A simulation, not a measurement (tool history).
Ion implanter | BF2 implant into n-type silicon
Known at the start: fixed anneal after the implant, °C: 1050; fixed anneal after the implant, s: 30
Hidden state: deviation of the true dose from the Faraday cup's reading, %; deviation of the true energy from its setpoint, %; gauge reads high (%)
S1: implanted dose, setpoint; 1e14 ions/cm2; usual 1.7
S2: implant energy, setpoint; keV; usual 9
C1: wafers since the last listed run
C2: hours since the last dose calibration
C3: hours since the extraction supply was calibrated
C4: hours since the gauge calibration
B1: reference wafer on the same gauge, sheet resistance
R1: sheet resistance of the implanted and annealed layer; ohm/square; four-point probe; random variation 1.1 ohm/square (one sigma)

| run | hour | S1 | S2 | C1 | C2 | C3 | C4 | B1 | R1 |
|---|---|---|---|---|---|---|---|---|---|
| 1 | 0 | 1.7 | 9 | 0 | 1177.8 | 5774.9 | 88 | 743.78 | 676.24 |
| 2 | 16.6 | 1.7 | 9 | 315 | 1194.4 | 5791.5 | 104.6 | 743.71 | 679.54 |
| 3 | 33 | 1.7 | 9 | 311 | 1210.8 | 5807.9 | 121 | 743.66 | 677.69 |
| 4 | 76.1 | 1.7 | 9 | 819 | 1253.9 | 5851 | 164.1 | 743.6 | 682.22 |
| 5 | 90.8 | 1.7 | 7.5 | 279 | 1268.6 | 5865.7 | 178.8 | 743.46 | 695.57 |
| 6 | 99.9 | 1.7 | 7 | 172 | 1277.7 | 5874.8 | 187.9 | 744.15 | 703 |
|  | 114.6 | extraction supply calibrated |
| 7 | 129.9 | 1.7 | 7 | 418 | 1307.7 | 15.3 | 217.9 | 744.09 | 704.21 |
| 8 | 139.6 | 1.7 | 9 | 184 | 1317.4 | 25 | 227.6 | 743.96 | 687.07 |
| 9 | 156.9 | 2 | 10.5 | 328 | 1334.7 | 42.3 | 244.9 | 743.93 | 586.49 |
| 10 | 168.4 | 1.88 | 12 | 218 | 1346.2 | 53.8 | 256.4 | 744.02 | 612.03 |
|  | 168.7 | gauge calibrated |
| 11 | 176.7 | 1.57 | 9 | 157 | 1354.5 | 62.1 | 8 | 744.09 | 734.82 |
|  | 189.1 | Faraday cup replaced and dose calibrated |
| 12 | 189.6 | 1.3 | 9 | 93 | 0.5 | 75 | 20.9 | 744.01 | 814.28 |
| 13 | 195.7 | 1.35 | 6 | 115 | 6.6 | 81.1 | 27 | 744.02 | 826.86 |
| 14 | 202.9 | 1.7 | 9 | 136 | 13.8 | 88.3 | 34.2 | 744.27 | 648.32 |
| 15 | 213.5 | 2.05 | 9 | 201 | 24.4 | 98.9 | 44.8 | 744.12 | 549.8 |
| 16 | 228.2 | 1.51 | 12 | 279 | 39.1 | 113.6 | 59.5 | 744.18 | 697.75 |
| 17 | 236.8 | 1.7 | 9 | 163 | 47.7 | 122.2 | 68.1 | 743.91 | 647.58 |

Forecast each of these 4 alternatives for the next run:
| A | 237.2 | 1.31 | 9 | 7 | 48.1 | 122.6 | 68.5 | ? | ? |
| B | 237.2 | 1.5 | 9 | 7 | 48.1 | 122.6 | 68.5 | ? | ? |
| C | 237.2 | 2.01 | 12 | 7 | 48.1 | 122.6 | 68.5 | ? | ? |
| D | 237.2 | 2.01 | 10.5 | 7 | 48.1 | 122.6 | 68.5 | ? | ? |

| run | B1 | R1 |
|---|---|---|
| A | 744.1 | 811.56 |
| B | 744.1 | 722.11 |
| C | 744.1 | 546.11 |
| D | 744.1 | 552.59 |
Without the tool's hidden state the same runs would have given:
| run | R1 |
|---|---|
| A | 816.35 |
| B | 726.38 |
| C | 549.35 |
| D | 555.87 |
